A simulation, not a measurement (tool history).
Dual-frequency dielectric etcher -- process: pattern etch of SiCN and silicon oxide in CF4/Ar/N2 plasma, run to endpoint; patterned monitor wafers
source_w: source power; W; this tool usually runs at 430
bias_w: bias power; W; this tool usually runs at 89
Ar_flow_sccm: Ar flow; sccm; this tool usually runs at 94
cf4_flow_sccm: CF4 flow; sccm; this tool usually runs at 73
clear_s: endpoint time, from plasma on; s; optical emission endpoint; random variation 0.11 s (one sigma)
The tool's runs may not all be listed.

run,hour,source_w,bias_w,Ar_flow_sccm,cf4_flow_sccm,wafers since the last listed run,hours since the last wet clean,hours since the last source power generator calibration,hours since the last bias power generator calibration,hours since the last Ar flow controller change,hours since the last CF4 flow controller change,hours since the last upper electrode change,"incoming incoming film thickness, nm",clear_s
1,0,370,89,94,73,0,69,2682.7,4230.7,2802.4,4579.3,4977.4,15.01,21.1
2,33.9,370,89,94,73,567,102.9,2716.6,4264.6,2836.3,4613.2,5011.3,15.05,21.3
3,55.9,430,89,94,73,368,124.9,2738.6,4286.6,2858.3,4635.2,5033.3,14.89,18.1
4,75.4,430,89,94,73,326,144.4,2758.1,4306.1,2877.8,4654.7,5052.8,15.06,18.4
5,103.2,430,89,94,73,465,172.2,2785.9,4333.9,2905.6,4682.5,5080.6,14.99,18.1
6,199.1,430,89,94,73,1604,268.1,2881.8,4429.8,3001.5,4778.4,5176.5,14.85,18.2
7,227.3,430,89,94,73,471,296.3,2910,4458,3029.7,4806.6,5204.7,14.97,18.5
# hour 244: CF4 flow controller replaced
8,244.5,430,89,94,73,187,313.5,2927.2,4475.2,3046.9,0.5,5221.9,14.84,18.4
9,267.8,430,89,94,73,389,336.8,2950.5,4498.5,3070.2,23.8,5245.2,14.97,18.6
# hour 295.8: upper electrode replaced
10,296.3,430,89,94,73,75,365.3,2979,4527,3098.7,52.3,0.5,14.74,18.2
11,301.2,490,80,111,67,81,370.2,2983.9,4531.9,3103.6,57.2,5.4,14.96,17.9
12,315.4,380,89,94,79,237,384.4,2998.1,4546.1,3117.8,71.4,19.6,14.79,20.8
13,338.3,430,89,94,73,383,407.3,3021,4569,3140.7,94.3,42.5,14.84,18.6
# hour 352.4: Ar flow controller replaced
# hour 353.3: bias power generator calibrated
14,359.6,430,89,94,79,240,428.6,3042.3,6.3,7.2,115.6,63.8,14.9,18.6
# hour 395.3: source power generator calibrated
# hour 398.3: wet clean of the chamber
15,398.8,350,96,84,68,538,0.5,3.5,45.5,46.4,154.8,103,14.8,21.2
16,404.4,370,78,94,73,93,6.1,9.1,51.1,52,160.4,108.6,14.83,22.1
17,431.8,400,89,115,63,458,33.5,36.5,78.5,79.4,187.8,136,14.95,20.3
18,512.2,430,108,107,73,1345,113.9,116.9,158.9,159.8,268.2,216.4,14.83,16.5

Below are 3 alternative next runs, each starting from the tool's condition after run 18. Predict each:
A,512.6,430,104,94,73,6,114.3,117.3,159.3,160.2,268.6,216.8,15.05,?
B,512.6,430,89,79,60,6,114.3,117.3,159.3,160.2,268.6,216.8,15.05,?
C,512.6,430,81,85,73,6,114.3,117.3,159.3,160.2,268.6,216.8,15.05,?

run,clear_s
A,17
B,18.2
C,18.9
With no hidden state in the tool, these same runs would have given:
run,clear_s
A,16.7
B,17.9
C,18.5

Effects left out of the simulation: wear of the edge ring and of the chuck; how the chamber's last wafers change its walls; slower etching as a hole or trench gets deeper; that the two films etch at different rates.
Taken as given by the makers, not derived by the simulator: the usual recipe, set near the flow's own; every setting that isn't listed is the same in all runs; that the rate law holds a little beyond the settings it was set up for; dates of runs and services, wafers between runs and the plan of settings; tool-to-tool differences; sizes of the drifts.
